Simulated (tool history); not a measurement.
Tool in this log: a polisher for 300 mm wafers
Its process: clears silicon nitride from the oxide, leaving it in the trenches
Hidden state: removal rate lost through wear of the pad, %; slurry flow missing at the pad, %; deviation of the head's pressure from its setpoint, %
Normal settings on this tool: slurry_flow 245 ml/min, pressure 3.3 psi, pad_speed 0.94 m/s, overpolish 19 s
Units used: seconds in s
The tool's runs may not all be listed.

run     day  slurry_flow  pressure  pad_speed  overpolish  wafers since the last listed run  wafers polished on this pad  hours since the slurry nozzle was cleaned  hours since the head pressure was calibrated  incoming thickness of the incoming film, nm  seconds
  1       0          245       3.7       0.94          19                                 0                          861                                        238                                        1105.5                                         81.5     98.8
  2   0.375          245       3.7       0.94          19                                95                          957                                        247                                        1114.5                                         79.3     94.6
  3   0.858          245       3.3       0.94          23                               123                         1081                                      258.6                                        1126.1                                           81    106.8
      1.279  -- worn pad replaced by a new one
  4   1.588          245       3.3       0.94          23                               143                           79                                      276.1                                        1143.6                                         79.3     96.9
  5   1.854          205       3.3       1.04          19                                68                          147                                      282.5                                          1150                                         80.4     96.7
  6   2.871          245       3.3       0.94          22                               259                          406                                      306.9                                        1174.4                                         81.1    102.6
  7   3.421          245       3.3       0.94          19                               140                          547                                      320.1                                        1187.6                                         80.7    101.3
  8   3.854          245       3.3       0.94          19                               110                          658                                      330.5                                          1198                                         79.9    101.8
  9   4.533          245       3.3       0.94          14                               173                          831                                      346.8                                        1214.3                                         79.1    105.9
 10   5.171          245       3.3       0.94          14                               162                          994                                      362.1                                        1229.6                                         80.4    109.4
 11    5.75          245       3.3       0.94          14                               148                         1142                                        376                                        1243.5                                         79.9    110.5
      5.958  -- worn pad replaced by a new one
 12   6.079          205       3.3       0.94          12                                41                           30                                      383.9                                        1251.4                                         78.7    104.5
 13   6.367          205       3.3       0.94          12                                73                          104                                      390.8                                        1258.3                                         79.4    104.6
      6.658  -- slurry nozzle cleaned
 14   6.779          245       3.3       0.94          19                                94                          199                                        2.9                                        1268.2                                         80.8     94.4
 15   7.112          165       4.2       0.64          19                                85                          284                                       10.9                                        1276.2                                           81    123.9
 16   7.683          210       2.5       0.64          12                               145                          430                                       24.6                                        1289.9                                         79.3    175.3
 17   8.017          245       3.3       0.94          19                                85                          515                                       32.6                                        1297.9                                         80.1     97.3
 18   8.388          310       2.8       0.94          19                                94                          610                                       41.5                                        1306.8                                         80.7    110.8
 19   8.704          245       3.3       0.94          19                                80                          691                                       49.1                                        1314.4                                         79.7     97.4
 20   9.383          245       4.2       0.78          19                               173                          864                                       65.4                                        1330.7                                         79.2     99.3
      9.525  -- head pressure recalibrated
 21  10.112          270       2.4       0.94          19                               165                         1029                                       82.9                                          14.1                                           80    128.7
     10.421  -- worn pad replaced by a new one
 22  10.571          270       3.3       1.08          19                                74                           38                                       93.9                                          25.1                                         79.9     82.2
 23   11.05          245       3.3       0.94          15                               122                          161                                      105.4                                          36.6                                         79.4     99.2
 24  11.317          315       3.3       0.94          23                                68                          229                                      111.8                                            43                                         79.8     97.1
 25  11.646          245       3.3       0.94          19                                84                          313                                      119.7                                          50.9                                         79.2     99.2
 26  12.108          245       4.2       0.78          19                               118                          431                                      130.8                                            62                                         80.6     99.1
 27  12.504          245       2.6       0.94          12                               101                          532                                      140.3                                          71.5                                         80.8    122.9
 28  13.179          245       3.3       0.94          19                               172                          705                                      156.5                                          87.7                                         80.7    105.3
 29  13.858          245       2.2       0.94          19                               173                          878                                      172.8                                           104                                         80.5    145.9

Below, each run's measurement less what the same run would have read without the hidden state. Both values contain the same run-to-run variation, but the gauge's scatter may not be the same in both:
run  seconds
  1    +11.9
  2    +12.5
  3    +15.9
  4     +8.4
  5     +9.9
  6    +10.1
  7      +11
  8    +11.9
  9    +14.1
 10    +16.5
 11    +18.8
 12    +11.2
 13    +11.3
 14     +1.3
 15     +3.4
 16     +6.3
 17       +4
 18     +5.1
 19       +6
 20     +8.4
 21    +14.1
 22     +4.5
 23     +6.4
 24     +5.5
 25     +7.3
 26     +8.2
 27    +11.2
 28    +11.5
 29    +18.9

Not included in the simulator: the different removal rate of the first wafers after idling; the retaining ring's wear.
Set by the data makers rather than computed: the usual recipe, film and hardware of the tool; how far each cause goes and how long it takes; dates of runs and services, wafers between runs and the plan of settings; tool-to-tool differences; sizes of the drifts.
